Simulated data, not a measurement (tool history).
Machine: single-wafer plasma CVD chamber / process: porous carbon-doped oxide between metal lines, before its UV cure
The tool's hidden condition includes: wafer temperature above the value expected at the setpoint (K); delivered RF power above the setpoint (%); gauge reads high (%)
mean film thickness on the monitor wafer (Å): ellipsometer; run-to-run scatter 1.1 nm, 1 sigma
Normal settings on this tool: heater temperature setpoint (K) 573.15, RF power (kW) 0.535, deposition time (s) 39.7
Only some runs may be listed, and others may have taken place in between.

run	day	heater temperature setpoint (K)	RF power (kW)	deposition time (s)	wafers since the last listed run	hours since the last thermocouple change	hours since the last RF generator calibration	hours since the showerhead was replaced	hours since the gauge calibration	read-back reference wafer on the same gauge, thickness_nm	mean film thickness on the monitor wafer (Å)
1	0	573.15	0.56	39.7	0	2465.8	1224.4	5467.8	84.1	261.911	2292.12
2	0.396	573.15	0.56	39.7	258	2475.3	1233.9	5477.3	93.6	261.61	2279.33
3	0.904	573.15	0.535	39.7	332	2487.5	1246.1	5489.5	105.8	261.566	2206.96
4	1.488	573.15	0.535	33.5	381	2501.5	1260.1	5503.5	119.8	262.636	1876.23
5	1.892	573.15	0.535	33.5	264	2511.2	1269.8	5513.2	129.5	262.037	1869.37
# day 2.717: showerhead replaced
6	2.738	573.15	0.535	33.5	335	2531.5	1290.1	0.5	149.8	261.71	1871.54
# day 3.275: thermocouple changed; heater temperature recalibrated
7	3.296	573.15	0.48	39.7	147	0.5	1303.5	13.9	163.2	261.679	2064.73
8	3.508	580.15	0.535	39.7	138	5.6	1308.6	19	168.3	261.801	2147.23
9	3.892	573.15	0.6	39.7	250	14.8	1317.8	28.2	177.5	262.307	2394.38
# day 4.279: RF generator calibrated
10	4.783	569.15	0.595	32.1	365	36.2	12.1	49.6	198.9	261.873	1957.59
11	5.417	584.15	0.535	39.7	414	51.4	27.3	64.8	214.1	261.912	2076.65
# day 5.804: gauge calibrated
12	5.858	573.15	0.535	39.7	288	62	37.9	75.4	1.3	262.068	2237.32
13	6.438	573.15	0.535	39.7	378	75.9	51.8	89.3	15.2	261.959	2223.95
14	6.917	567.15	0.535	39.7	313	87.4	63.3	100.8	26.7	262.041	2305.81
15	7.512	573.15	0.465	33	389	101.7	77.6	115.1	41	261.997	1668.72
16	7.858	573.15	0.535	39.7	226	110	85.9	123.4	49.3	261.887	2205.78

Here are 3 independent what-if runs from the current tool condition. What would each one return?
A	7.875	573.15	0.535	39.7	10	110.4	86.3	123.8	49.7	?	?
B	7.875	573.15	0.535	47.2	10	110.4	86.3	123.8	49.7	?	?
C	7.875	573.15	0.445	36	10	110.4	86.3	123.8	49.7	?	?

run	read-back reference wafer on the same gauge, thickness_nm	mean film thickness on the monitor wafer (Å)
A	261.903	2233.95
B	261.903	2645.29
C	261.903	1794.8
With the hidden condition removed and each run's random variation left untouched, the same runs would have given:
run	mean film thickness on the monitor wafer (Å)
A	2233.95
B	2645.29
C	1794.8
